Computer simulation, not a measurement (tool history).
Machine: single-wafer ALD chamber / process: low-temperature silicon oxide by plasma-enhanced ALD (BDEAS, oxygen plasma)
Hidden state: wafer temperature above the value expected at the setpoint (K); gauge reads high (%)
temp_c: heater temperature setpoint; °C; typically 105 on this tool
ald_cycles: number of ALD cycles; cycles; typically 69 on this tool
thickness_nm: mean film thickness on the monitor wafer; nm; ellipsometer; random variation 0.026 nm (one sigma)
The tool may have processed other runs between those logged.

run     day  temp_c  ald_cycles  wafers since the last listed run  hours since the last thermocouple change  hours since the gauge calibration  read-back reference wafer on the same gauge, thickness_nm  thickness_nm
  1       0     105          69                                 0                                     832.9                              172.7                                                     10.303        10.296
  2   0.625     105          69                                87                                     847.9                              187.7                                                     10.306        10.257
  3   3.812     105          75                               446                                     924.4                              264.2                                                     10.301        11.153
  4   6.621     105          75                               393                                     991.8                              331.6                                                     10.301         11.19
  5   7.496     116          69                               122                                    1012.8                              352.6                                                       10.3        10.102
  6   8.854     116          69                               190                                    1045.4                              385.2                                                     10.288         10.04
      9.454  -- gauge calibrated
  7   9.675     116          69                               114                                    1065.1                                5.3                                                     10.304         10.09
  8  10.683     105          69                               141                                    1089.3                               29.5                                                     10.294        10.284
     11.479  -- thermocouple changed; heater temperature recalibrated
  9  11.996     118          82                               137                                      12.4                                 61                                                     10.286        11.931
 10  12.692     117          69                                97                                      29.1                               77.7                                                     10.293        10.046
 11  13.475     105          69                               109                                      47.9                               96.5                                                     10.316        10.231
 12  14.471      95          60                               139                                      71.8                              120.4                                                     10.294         9.117
 13  15.096     113          62                                87                                      86.8                              135.4                                                     10.303         9.124
 14  16.171     105          69                               150                                     112.6                              161.2                                                     10.297        10.295
 15  17.258     113          82                               152                                     138.7                              187.3                                                     10.306        12.066
 16    18.5      96          79                               173                                     168.5                              217.1                                                     10.305         12.02
 17  19.638     116          62                               159                                     195.8                              244.4                                                     10.293         9.082

What if the next run were any one of these 5? Each begins from the tool's condition after run 17:
  A  19.658     105          79                                 2                                     196.3                              244.9                                                          ?             ?
  B  19.658      92          69                                 2                                     196.3                              244.9                                                          ?             ?
  C  19.658     109          64                                 2                                     196.3                              244.9                                                          ?             ?
  D  19.658     105          78                                 2                                     196.3                              244.9                                                          ?             ?
  E  19.658     120          58                                 2                                     196.3                              244.9                                                          ?             ?

run  read-back reference wafer on the same gauge, thickness_nm  thickness_nm
  A                                                     10.294        11.759
  B                                                     10.294        10.618
  C                                                     10.294         9.463
  D                                                     10.294         11.61
  E                                                     10.294         8.419
Had the tool no hidden state, the same runs would have come out as:
run  thickness_nm
  A        11.759
  B        10.618
  C         9.463
  D         11.61
  E         8.419
